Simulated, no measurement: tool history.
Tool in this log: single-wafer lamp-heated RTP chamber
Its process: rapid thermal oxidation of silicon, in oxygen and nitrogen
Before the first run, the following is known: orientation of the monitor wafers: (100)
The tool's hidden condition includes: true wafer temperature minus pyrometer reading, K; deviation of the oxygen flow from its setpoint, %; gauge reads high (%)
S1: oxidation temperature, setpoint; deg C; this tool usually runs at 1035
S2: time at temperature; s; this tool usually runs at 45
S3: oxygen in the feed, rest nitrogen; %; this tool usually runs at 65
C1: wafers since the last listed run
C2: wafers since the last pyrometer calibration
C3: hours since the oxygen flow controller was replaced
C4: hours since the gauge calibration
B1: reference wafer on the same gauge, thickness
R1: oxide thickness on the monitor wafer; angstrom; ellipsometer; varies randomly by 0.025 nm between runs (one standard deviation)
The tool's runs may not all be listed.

Run 1, hour 0.0: usual settings but S1 1011 deg C; C1 0; C2 3096; C3 3259.5; C4 230.7; B1 6.758. Result: R1 50.91 angstrom.
Run 2, hour 17.0: usual settings; C1 147; C2 3243; C3 3276.5; C4 247.7; B1 6.755. Result: R1 60.08 angstrom.
Run 3, hour 26.6: usual settings; C1 83; C2 3326; C3 3286.1; C4 257.3; B1 6.760. Result: R1 60.25 angstrom.
Run 4, hour 41.5: usual settings; C1 129; C2 3455; C3 3301.0; C4 272.2; B1 6.754. Result: R1 60.77 angstrom.
Run 5, hour 51.7: usual settings; C1 88; C2 3544; C3 3311.2; C4 282.4; B1 6.765. Result: R1 60.60 angstrom.
Run 6, hour 58.2: usual settings; C1 56; C2 3600; C3 3317.7; C4 288.9; B1 6.757. Result: R1 60.60 angstrom.
At hour 64.9: gauge calibrated.
Run 7, hour 81.7: usual settings; C1 203; C2 3804; C3 3341.2; C4 16.8; B1 6.757. Result: R1 60.92 angstrom.
Run 8, hour 94.0: usual settings; C1 106; C2 3910; C3 3353.5; C4 29.1; B1 6.758. Result: R1 60.92 angstrom.
Run 9, hour 107.5: usual settings but S3 89 %; C1 116; C2 4027; C3 3367.0; C4 42.6; B1 6.763. Result: R1 68.18 angstrom.
Run 10, hour 113.6: usual settings but S3 89 %; C1 52; C2 4080; C3 3373.1; C4 48.7; B1 6.761. Result: R1 68.51 angstrom.
Run 11, hour 128.0: usual settings but S3 89 %; C1 124; C2 4205; C3 3387.5; C4 63.1; B1 6.757. Result: R1 68.13 angstrom.
Run 12, hour 137.2: usual settings; C1 79; C2 4284; C3 3396.7; C4 72.3; B1 6.764. Result: R1 61.18 angstrom.
At hour 145.7: pyrometer window cleaned and pyrometer calibrated.
Run 13, hour 146.2: usual settings; C1 8; C2 4; C3 3405.7; C4 81.3; B1 6.756. Result: R1 59.05 angstrom.
Run 14, hour 158.2: usual settings; C1 103; C2 108; C3 3417.7; C4 93.3; B1 6.758. Result: R1 59.00 angstrom.
Run 15, hour 168.4: usual settings but S2 24 s; C1 88; C2 196; C3 3427.9; C4 103.5; B1 6.762. Result: R1 45.53 angstrom.
Run 16, hour 182.7: usual settings; C1 123; C2 320; C3 3442.2; C4 117.8; B1 6.758. Result: R1 59.46 angstrom.
Run 17, hour 198.0: usual settings; C1 132; C2 453; C3 3457.5; C4 133.1; B1 6.763. Result: R1 58.91 angstrom.
Run 18, hour 205.7: usual settings but S1 1006 deg C; C1 66; C2 519; C3 3465.2; C4 140.8; B1 6.761. Result: R1 48.43 angstrom.
Run 19, hour 211.8: usual settings; C1 52; C2 572; C3 3471.3; C4 146.9; B1 6.765. Result: R1 58.76 angstrom.
Run 20, hour 221.4: usual settings but S1 1063 deg C, S2 28 s, S3 83 %; C1 83; C2 655; C3 3480.9; C4 156.5; B1 6.766. Result: R1 63.29 angstrom.
Run 21, hour 237.4: usual settings but S1 1024 deg C, S3 36 %; C1 138; C2 794; C3 3496.9; C4 172.5; B1 6.762. Result: R1 45.05 angstrom.
Run 22, hour 255.4: usual settings but S2 24 s, S3 36 %; C1 155; C2 950; C3 3514.9; C4 190.5; B1 6.761. Result: R1 37.37 angstrom.
At hour 265.1: oxygen flow controller replaced.
Run 23, hour 270.1: usual settings; C1 58; C2 1008; C3 5.0; C4 205.2; B1 6.761. Result: R1 59.26 angstrom.
Run 24, hour 278.8: usual settings; C1 75; C2 1083; C3 13.7; C4 213.9; B1 6.762. Result: R1 59.29 angstrom.
Run 25, hour 290.2: usual settings but S1 1048 deg C, S3 41 %; C1 98; C2 1182; C3 25.1; C4 225.3; B1 6.761. Result: R1 54.63 angstrom.
Run 26, hour 303.4: usual settings but S3 56 %; C1 114; C2 1296; C3 38.3; C4 238.5; B1 6.756. Result: R1 56.17 angstrom.
Run 27, hour 313.2: usual settings but S2 23 s; C1 84; C2 1381; C3 48.1; C4 248.3; B1 6.772. Result: R1 44.76 angstrom.
Run 28, hour 327.4: usual settings but S1 1052 deg C, S2 38 s, S3 53 %; C1 123; C2 1504; C3 62.3; C4 262.5; B1 6.749. Result: R1 57.85 angstrom.
Run 29, hour 339.8: usual settings but S1 1052 deg C, S2 51 s, S3 41 %; C1 107; C2 1612; C3 74.7; C4 274.9; B1 6.761. Result: R1 60.17 angstrom.
Run 30, hour 350.2: usual settings but S2 51 s; C1 90; C2 1702; C3 85.1; C4 285.3; B1 6.755. Result: R1 62.94 angstrom.
Run 31, hour 360.4: usual settings but S3 41 %; C1 88; C2 1790; C3 95.3; C4 295.5; B1 6.763. Result: R1 50.91 angstrom.
Run 32, hour 372.1: usual settings but S1 1011 deg C, S2 53 s, S3 83 %; C1 101; C2 1891; C3 107.0; C4 307.2; B1 6.757. Result: R1 58.57 angstrom.
Run 33, hour 385.2: usual settings; C1 113; C2 2005; C3 120.1; C4 320.3; B1 6.759. Result: R1 59.82 angstrom.
Run 34, hour 402.7: usual settings but S2 60 s; C1 151; C2 2156; C3 137.6; C4 337.8; B1 6.758. Result: R1 67.85 angstrom.
At hour 402.9: gauge calibrated.
Run 35, hour 412.5: usual settings but S1 1018 deg C, S3 85 %; C1 84; C2 2241; C3 147.4; C4 9.6; B1 6.759. Result: R1 58.08 angstrom.
Run 36, hour 420.9: usual settings; C1 72; C2 2314; C3 155.8; C4 18.0; B1 6.756. Result: R1 59.46 angstrom.
Run 37, hour 433.8: usual settings but S1 1012 deg C, S2 35 s, S3 88 %; C1 111; C2 2426; C3 168.7; C4 30.9; B1 6.761. Result: R1 50.89 angstrom.
Run 38, hour 451.7: usual settings but S1 1048 deg C, S3 54 %; C1 155; C2 2581; C3 186.6; C4 48.8; B1 6.767. Result: R1 61.16 angstrom.

Predict each of these 4 candidate next runs independently; none follows another, all start after run 38:
Run A, hour 452.2: usual settings but S1 1051 deg C; C1 4; C2 2585; C3 187.1; C4 49.3; B1 ?. Result: R1 ?.
Run B, hour 452.2: usual settings but S1 1064 deg C, S2 60 s, S3 53 %; C1 4; C2 2585; C3 187.1; C4 49.3; B1 ?. Result: R1 ?.
Run C, hour 452.2: usual settings but S1 1057 deg C, S2 62 s, S3 74 %; C1 4; C2 2585; C3 187.1; C4 49.3; B1 ?. Result: R1 ?.
Run D, hour 452.2: usual settings but S1 1059 deg C, S2 31 s, S3 49 %; C1 4; C2 2585; C3 187.1; C4 49.3; B1 ?. Result: R1 ?.

run     B1     R1
  A  6.764  67.05
  B  6.764  77.22
  C  6.764  84.20
  D  6.764  54.64
What these runs would have given with no unlogged condition in the tool:
run     R1
  A  65.36
  B  75.31
  C  82.08
  D  53.31
